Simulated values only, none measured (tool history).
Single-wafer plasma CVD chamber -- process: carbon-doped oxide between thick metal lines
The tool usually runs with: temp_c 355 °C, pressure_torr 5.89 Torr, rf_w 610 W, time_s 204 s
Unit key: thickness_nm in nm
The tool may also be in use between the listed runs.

run	hour	temp_c	pressure_torr	rf_w	time_s	wafers since the last listed run	hours since the last thermocouple change	hours since the last RF generator calibration	hours since the last manometer calibration	hours since the showerhead was replaced	hours since the gauge calibration	read-back reference wafer on the same gauge, thickness_nm	thickness_nm
1	0	355	5.89	610	204	0	1057.5	1836.7	2125.9	7215.2	8.8	1319.872	1090.9
2	10	355	5.89	610	204	103	1067.5	1846.7	2135.9	7225.2	18.8	1320.501	1086.613
3	22.7	355	5.89	610	204	131	1080.2	1859.4	2148.6	7237.9	31.5	1319.743	1086.157
4	39.5	355	5.89	610	204	174	1097	1876.2	2165.4	7254.7	48.3	1319.546	1085.902
5	49.1	355	5.89	610	204	99	1106.6	1885.8	2175	7264.3	57.9	1319.906	1087.11
# hour 66: capacitance manometer re-zeroed and calibrated
6	66.5	359	5.89	610	204	97	1124	1903.2	0.5	7281.7	75.3	1319.188	1075.217
7	80.2	359	5.89	610	204	141	1137.7	1916.9	14.2	7295.4	89	1320.792	1071.401
8	90	355	5.89	610	204	101	1147.5	1926.7	24	7305.2	98.8	1321.145	1082.142
9	98.5	370	5.41	705	204	88	1156	1935.2	32.5	7313.7	107.3	1320.169	1155.763
# hour 118.1: RF generator calibrated
# hour 124: thermocouple changed; heater temperature recalibrated
10	124.5	348	5.89	610	241	125	0.5	6.4	58.5	7339.7	133.3	1320.47	1375.043
11	124.9	355	5.89	610	204	4	0.9	6.8	58.9	7340.1	133.7	1319.747	1142.001
# hour 145.7: showerhead replaced
12	146.2	355	5.89	610	204	137	22.2	28.1	80.2	0.5	155	1319.915	1145.949
13	154.4	355	5.42	720	204	84	30.4	36.3	88.4	8.7	163.2	1320.332	1280.936
# hour 158.2: gauge calibrated
14	171.3	349	5.89	610	182	175	47.3	53.2	105.3	25.6	13.1	1320.176	1038.293
15	185	349	5.89	610	163	141	61	66.9	119	39.3	26.8	1320.048	925.484
16	201.1	342	5.89	610	204	166	77.1	83	135.1	55.4	42.9	1319.878	1183.366

What if the next run were any one of these 3? Each begins from the tool's condition after run 16:
A	201.6	355	5.89	610	204	5	77.6	83.5	135.6	55.9	43.4	?	?
B	201.6	363	6.66	685	187	5	77.6	83.5	135.6	55.9	43.4	?	?
C	201.6	362	5.89	610	204	5	77.6	83.5	135.6	55.9	43.4	?	?

run	read-back reference wafer on the same gauge, thickness_nm	thickness_nm
A	1319.835	1141.163
B	1319.835	1132.193
C	1319.835	1121.931
Without the tool's hidden state the same runs would have given:
run	thickness_nm
A	1148.418
B	1139.186
C	1129.064

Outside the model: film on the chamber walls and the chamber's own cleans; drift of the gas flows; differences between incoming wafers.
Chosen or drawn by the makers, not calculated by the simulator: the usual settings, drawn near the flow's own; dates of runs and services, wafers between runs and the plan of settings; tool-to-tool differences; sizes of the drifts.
